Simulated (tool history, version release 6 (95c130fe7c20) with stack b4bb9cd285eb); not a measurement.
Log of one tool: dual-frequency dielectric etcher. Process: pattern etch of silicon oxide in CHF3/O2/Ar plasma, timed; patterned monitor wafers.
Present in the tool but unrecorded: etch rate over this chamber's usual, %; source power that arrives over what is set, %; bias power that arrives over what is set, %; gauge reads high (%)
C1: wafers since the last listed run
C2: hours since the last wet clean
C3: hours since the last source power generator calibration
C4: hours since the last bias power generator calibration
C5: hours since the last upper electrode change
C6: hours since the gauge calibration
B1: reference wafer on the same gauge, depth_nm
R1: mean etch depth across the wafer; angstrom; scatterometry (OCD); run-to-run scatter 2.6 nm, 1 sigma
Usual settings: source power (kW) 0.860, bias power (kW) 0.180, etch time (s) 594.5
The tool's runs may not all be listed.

{"run": 1, "hour": 0.0, "source power (kW)": 0.73, "bias power (kW)": 0.18, "etch time (s)": 642.0, "C1": 0, "C2": 223.6, "C3": 1329.6, "C4": 3829.5, "C5": 1579.0, "C6": 733.8, "B1": 1485.8, "R1": 12448}
{"run": 2, "hour": 103.1, "source power (kW)": 0.73, "bias power (kW)": 0.18, "etch time (s)": 642.0, "C1": 270, "C2": 326.7, "C3": 1432.7, "C4": 3932.6, "C5": 1682.1, "C6": 836.9, "B1": 1484.0, "R1": 12490}
{"run": 3, "hour": 128.3, "source power (kW)": 0.73, "bias power (kW)": 0.18, "etch time (s)": 642.0, "C1": 66, "C2": 351.9, "C3": 1457.9, "C4": 3957.8, "C5": 1707.3, "C6": 862.1, "B1": 1485.0, "R1": 12493}
{"hour": 156.4, "done": "wet clean of the chamber"}
{"run": 4, "hour": 156.9, "source power (kW)": 0.86, "bias power (kW)": 0.18, "etch time (s)": 594.5, "C1": 12, "C2": 0.5, "C3": 1486.5, "C4": 3986.4, "C5": 1735.9, "C6": 890.7, "B1": 1486.2, "R1": 12662}
{"run": 5, "hour": 191.3, "source power (kW)": 0.94, "bias power (kW)": 0.194, "etch time (s)": 594.5, "C1": 90, "C2": 34.9, "C3": 1520.9, "C4": 4020.8, "C5": 1770.3, "C6": 925.1, "B1": 1484.8, "R1": 13681}
{"hour": 230.5, "done": "upper electrode replaced"}
{"run": 6, "hour": 231.0, "source power (kW)": 0.94, "bias power (kW)": 0.194, "etch time (s)": 594.5, "C1": 41, "C2": 74.6, "C3": 1560.6, "C4": 4060.5, "C5": 0.5, "C6": 964.8, "B1": 1484.7, "R1": 13631}
{"run": 7, "hour": 248.0, "source power (kW)": 0.86, "bias power (kW)": 0.18, "etch time (s)": 594.5, "C1": 44, "C2": 91.6, "C3": 1577.6, "C4": 4077.5, "C5": 17.5, "C6": 981.8, "B1": 1485.0, "R1": 12662}
{"run": 8, "hour": 281.8, "source power (kW)": 0.86, "bias power (kW)": 0.18, "etch time (s)": 594.5, "C1": 88, "C2": 125.4, "C3": 1611.4, "C4": 4111.3, "C5": 51.3, "C6": 1015.6, "B1": 1484.7, "R1": 12643}
{"run": 9, "hour": 298.8, "source power (kW)": 0.86, "bias power (kW)": 0.18, "etch time (s)": 594.5, "C1": 44, "C2": 142.4, "C3": 1628.4, "C4": 4128.3, "C5": 68.3, "C6": 1032.6, "B1": 1485.0, "R1": 12668}
{"run": 10, "hour": 323.2, "source power (kW)": 0.86, "bias power (kW)": 0.197, "etch time (s)": 594.5, "C1": 64, "C2": 166.8, "C3": 1652.8, "C4": 4152.7, "C5": 92.7, "C6": 1057.0, "B1": 1485.0, "R1": 12997}
{"run": 11, "hour": 335.9, "source power (kW)": 0.86, "bias power (kW)": 0.18, "etch time (s)": 594.5, "C1": 33, "C2": 179.5, "C3": 1665.5, "C4": 4165.4, "C5": 105.4, "C6": 1069.7, "B1": 1483.8, "R1": 12663}
{"run": 12, "hour": 350.6, "source power (kW)": 0.86, "bias power (kW)": 0.18, "etch time (s)": 594.5, "C1": 38, "C2": 194.2, "C3": 1680.2, "C4": 4180.1, "C5": 120.1, "C6": 1084.4, "B1": 1483.2, "R1": 12615}
{"run": 13, "hour": 383.1, "source power (kW)": 0.68, "bias power (kW)": 0.18, "etch time (s)": 594.5, "C1": 85, "C2": 226.7, "C3": 1712.7, "C4": 4212.6, "C5": 152.6, "C6": 1116.9, "B1": 1484.2, "R1": 11048}
{"hour": 391.5, "done": "gauge calibrated"}
{"run": 14, "hour": 410.8, "source power (kW)": 1.02, "bias power (kW)": 0.166, "etch time (s)": 594.5, "C1": 72, "C2": 254.4, "C3": 1740.4, "C4": 4240.3, "C5": 180.3, "C6": 19.3, "B1": 1509.9, "R1": 13644}
{"hour": 417.2, "done": "bias power generator calibrated"}
{"run": 15, "hour": 441.7, "source power (kW)": 0.86, "bias power (kW)": 0.18, "etch time (s)": 594.5, "C1": 70, "C2": 285.3, "C3": 1771.3, "C4": 24.5, "C5": 211.2, "C6": 50.2, "B1": 1506.9, "R1": 12847}
{"run": 16, "hour": 491.8, "source power (kW)": 1.06, "bias power (kW)": 0.143, "etch time (s)": 594.5, "C1": 131, "C2": 335.4, "C3": 1821.4, "C4": 74.6, "C5": 261.3, "C6": 100.3, "B1": 1505.7, "R1": 13235}
{"run": 17, "hour": 521.9, "source power (kW)": 0.86, "bias power (kW)": 0.18, "etch time (s)": 594.5, "C1": 79, "C2": 365.5, "C3": 1851.5, "C4": 104.7, "C5": 291.4, "C6": 130.4, "B1": 1502.7, "R1": 12828}
{"run": 18, "hour": 537.4, "source power (kW)": 0.74, "bias power (kW)": 0.209, "etch time (s)": 594.5, "C1": 40, "C2": 381.0, "C3": 1867.0, "C4": 120.2, "C5": 306.9, "C6": 145.9, "B1": 1500.8, "R1": 12453}
{"run": 19, "hour": 552.8, "source power (kW)": 0.86, "bias power (kW)": 0.203, "etch time (s)": 676.0, "C1": 40, "C2": 396.4, "C3": 1882.4, "C4": 135.6, "C5": 322.3, "C6": 161.3, "B1": 1501.4, "R1": 15190}
{"run": 20, "hour": 572.8, "source power (kW)": 1.08, "bias power (kW)": 0.18, "etch time (s)": 594.5, "C1": 52, "C2": 416.4, "C3": 1902.4, "C4": 155.6, "C5": 342.3, "C6": 181.3, "B1": 1500.2, "R1": 14441}
{"hour": 579.2, "done": "source power generator calibrated"}
{"run": 21, "hour": 588.0, "source power (kW)": 0.76, "bias power (kW)": 0.2, "etch time (s)": 594.5, "C1": 29, "C2": 431.6, "C3": 8.8, "C4": 170.8, "C5": 357.5, "C6": 196.5, "B1": 1499.6, "R1": 12394}
{"run": 22, "hour": 611.6, "source power (kW)": 0.74, "bias power (kW)": 0.209, "etch time (s)": 594.5, "C1": 61, "C2": 455.2, "C3": 32.4, "C4": 194.4, "C5": 381.1, "C6": 220.1, "B1": 1499.2, "R1": 12449}
{"hour": 643.2, "done": "wet clean of the chamber"}
{"run": 23, "hour": 643.7, "source power (kW)": 0.71, "bias power (kW)": 0.164, "etch time (s)": 692.5, "C1": 21, "C2": 0.5, "C3": 64.5, "C4": 226.5, "C5": 413.2, "C6": 252.2, "B1": 1497.6, "R1": 12886}
{"run": 24, "hour": 655.7, "source power (kW)": 0.69, "bias power (kW)": 0.209, "etch time (s)": 594.5, "C1": 31, "C2": 12.5, "C3": 76.5, "C4": 238.5, "C5": 425.2, "C6": 264.2, "B1": 1498.2, "R1": 11892}
{"run": 25, "hour": 686.8, "source power (kW)": 1.04, "bias power (kW)": 0.18, "etch time (s)": 700.0, "C1": 81, "C2": 43.6, "C3": 107.6, "C4": 269.6, "C5": 456.3, "C6": 295.3, "B1": 1496.0, "R1": 16635}
{"run": 26, "hour": 718.8, "source power (kW)": 0.86, "bias power (kW)": 0.18, "etch time (s)": 594.5, "C1": 84, "C2": 75.6, "C3": 139.6, "C4": 301.6, "C5": 488.3, "C6": 327.3, "B1": 1495.2, "R1": 12721}
{"run": 27, "hour": 753.9, "source power (kW)": 0.86, "bias power (kW)": 0.18, "etch time (s)": 594.5, "C1": 92, "C2": 110.7, "C3": 174.7, "C4": 336.7, "C5": 523.4, "C6": 362.4, "B1": 1494.8, "R1": 12758}
{"run": 28, "hour": 787.9, "source power (kW)": 0.86, "bias power (kW)": 0.214, "etch time (s)": 646.5, "C1": 89, "C2": 144.7, "C3": 208.7, "C4": 370.7, "C5": 557.4, "C6": 396.4, "B1": 1493.8, "R1": 14773}
{"run": 29, "hour": 816.8, "source power (kW)": 0.86, "bias power (kW)": 0.222, "etch time (s)": 594.5, "C1": 75, "C2": 173.6, "C3": 237.6, "C4": 399.6, "C5": 586.3, "C6": 425.3, "B1": 1492.6, "R1": 13696}

A few steps of R1 between consecutive runs. Split each: what settings, incoming material and random variation would produce without the hidden state, and what is left over for the hidden state, along with gauge scatter present in only one of the two compared results (measured, and without hidden state):
Run 13 -> 14: source power (kW) 0.680 -> 1.020, bias power (kW) 0.180 -> 0.166, gauge calibrated. R1 +2596 angstrom: hidden state +178, all else +2418.
Run 24 -> 25: source power (kW) 0.690 -> 1.040, bias power (kW) 0.209 -> 0.180, etch time (s) 594.5 -> 700.0. R1 +4743 angstrom: hidden state -50, all else +4793.
Run 25 -> 26: source power (kW) 1.040 -> 0.860, etch time (s) 700.0 -> 594.5. R1 -3914 angstrom: hidden state +27, all else -3941.
